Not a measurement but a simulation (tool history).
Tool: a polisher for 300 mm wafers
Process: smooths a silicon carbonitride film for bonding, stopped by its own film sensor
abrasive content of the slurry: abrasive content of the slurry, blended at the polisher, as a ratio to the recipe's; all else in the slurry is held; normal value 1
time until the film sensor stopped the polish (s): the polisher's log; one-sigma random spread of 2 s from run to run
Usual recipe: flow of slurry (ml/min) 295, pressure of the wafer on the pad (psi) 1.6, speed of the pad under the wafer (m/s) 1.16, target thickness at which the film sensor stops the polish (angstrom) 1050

run   hour  flow of slurry (ml/min)  pressure of the wafer on the pad (psi)  speed of the pad under the wafer (m/s)  abrasive content of the slurry  target thickness at which the film sensor stops the polish (angstrom)  incoming thickness of the incoming film, nm  time until the film sensor stopped the polish (s)
  1      0                      295                                     1.6                                    1.16                               1                                                                   1050                                        130.6                                              148.8
  2   16.7                      295                                     1.6                                    1.16                               1                                                                   1050                                        129.3                                              142.7
  3     26                      295                                     1.6                                    1.16                               1                                                                   1050                                        130.8                                              155.1
  4   43.9                      295                                     1.6                                    1.16                               1                                                                   1050                                        131.3                                              164.5
  5     58                      295                                     1.6                                    1.16                               1                                                                   1050                                        130.1                                              154.8
  6   67.7                      295                                     1.6                                    1.16                               1                                                                   1050                                        131.4                                              166.3
  7   82.4                      295                                       2                                    1.16                               1                                                                    990                                        131.7                                              172.3
  8   92.9                      265                                     1.6                                    0.84                             0.9                                                                   1050                                        130.6                                              239.1
  9  109.1                      295                                       2                                    1.54                               1                                                                   1050                                        132.2                                              113.4
 10  116.4                      295                                     1.6                                    1.16                               1                                                                   1050                                        130.4                                              169.7
 11  127.3                      295                                     1.6                                    0.78                               1                                                                    980                                        130.4                                              227.9
 12    137                      335                                     1.6                                    1.48                               1                                                                   1100                                        129.2                                               78.5
 13  151.5                      360                                     1.6                                     1.3                               1                                                                   1050                                        128.5                                              107.2
 14  163.2                      295                                     1.6                                    1.16                               1                                                                   1050                                        128.2                                              119.2

Between the runs listed above, the log contained 4 entries, not reproduced here. Where in the sequence does each belong, and how does what the log doesn't record of the tool's condition differ from the listed run before to the listed run after?
Run 5 -> run 6: slurry nozzle cleaned (hour 60.3); head pressure recalibrated (hour 63.8)
  abrasive missing from the slurry, %: 24.3 -> 25.2
  measured value less the no-hidden-state value, time until the film sensor stopped the polish (s): +30.4 -> +34.1
Run 9 -> run 10: worn pad replaced by a new one (hour 115.9)
  abrasive missing from the slurry, %: 28.8 -> 29.4
  measured value less the no-hidden-state value, time until the film sensor stopped the polish (s): +27.6 -> +42.5
Run 10 -> run 11: slurry blender recalibrated (hour 119)
  abrasive missing from the slurry, %: 29.4 -> 0.988
  measured value less the no-hidden-state value, time until the film sensor stopped the polish (s): +42.5 -> +1.5
